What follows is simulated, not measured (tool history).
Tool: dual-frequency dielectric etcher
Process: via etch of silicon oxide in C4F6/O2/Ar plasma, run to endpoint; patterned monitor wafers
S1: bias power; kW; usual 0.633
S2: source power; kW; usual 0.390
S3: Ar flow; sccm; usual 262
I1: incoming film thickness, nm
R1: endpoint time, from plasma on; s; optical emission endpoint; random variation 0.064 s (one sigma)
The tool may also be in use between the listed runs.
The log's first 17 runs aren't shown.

Run 18, day 9.008: usual settings but S1 0.589 kW, S3 221 sccm; I1 105.8. Result: R1 21.6 s.
Run 19, day 9.292: usual settings; I1 104.6. Result: R1 21.1 s.
Run 20, day 9.888: usual settings but S1 0.494 kW, S2 0.450 kW, S3 243 sccm; I1 107.2. Result: R1 22.4 s.
Run 21, day 10.446: usual settings but S1 0.751 kW, S2 0.430 kW; I1 106.4. Result: R1 19.2 s.
At day 11.479: upper electrode replaced.
Run 22, day 11.500: usual settings but S1 0.786 kW, S2 0.460 kW, S3 285 sccm; I1 105.6. Result: R1 18.5 s.
Run 23, day 11.512: usual settings but S1 0.555 kW, S2 0.480 kW, S3 231 sccm; I1 106.0. Result: R1 20.6 s.
Run 24, day 12.038: usual settings but S2 0.290 kW, S3 240 sccm; I1 106.0. Result: R1 24.2 s.
Run 25, day 12.412: usual settings; I1 105.7. Result: R1 21.5 s.
Run 26, day 12.804: usual settings but S3 296 sccm; I1 106.3. Result: R1 21.8 s.
Run 27, day 13.350: usual settings but S1 0.682 kW, S2 0.290 kW, S3 316 sccm; I1 106.2. Result: R1 24.2 s.
Run 28, day 13.942: usual settings but S1 0.700 kW, S2 0.330 kW, S3 227 sccm; I1 106.2. Result: R1 22.0 s.
Run 29, day 14.542: usual settings but S2 0.350 kW; I1 105.9. Result: R1 22.5 s.
Run 30, day 15.154: usual settings; I1 106.9. Result: R1 21.7 s.

Forecast each of these 3 alternatives for the next run:
Run A, day 15.171: usual settings but S2 0.360 kW; I1 106.8. Result: R1 ?.
Run B, day 15.171: usual settings but S1 0.593 kW, S2 0.480 kW, S3 287 sccm; I1 106.8. Result: R1 ?.
Run C, day 15.171: usual settings but S1 0.507 kW, S2 0.440 kW, S3 223 sccm; I1 106.8. Result: R1 ?.

run    R1
  A  22.6
  B  20.8
  C  22.5
Without the tool's hidden state the same runs would have given:
run    R1
  A  22.3
  B  20.5
  C  22.2

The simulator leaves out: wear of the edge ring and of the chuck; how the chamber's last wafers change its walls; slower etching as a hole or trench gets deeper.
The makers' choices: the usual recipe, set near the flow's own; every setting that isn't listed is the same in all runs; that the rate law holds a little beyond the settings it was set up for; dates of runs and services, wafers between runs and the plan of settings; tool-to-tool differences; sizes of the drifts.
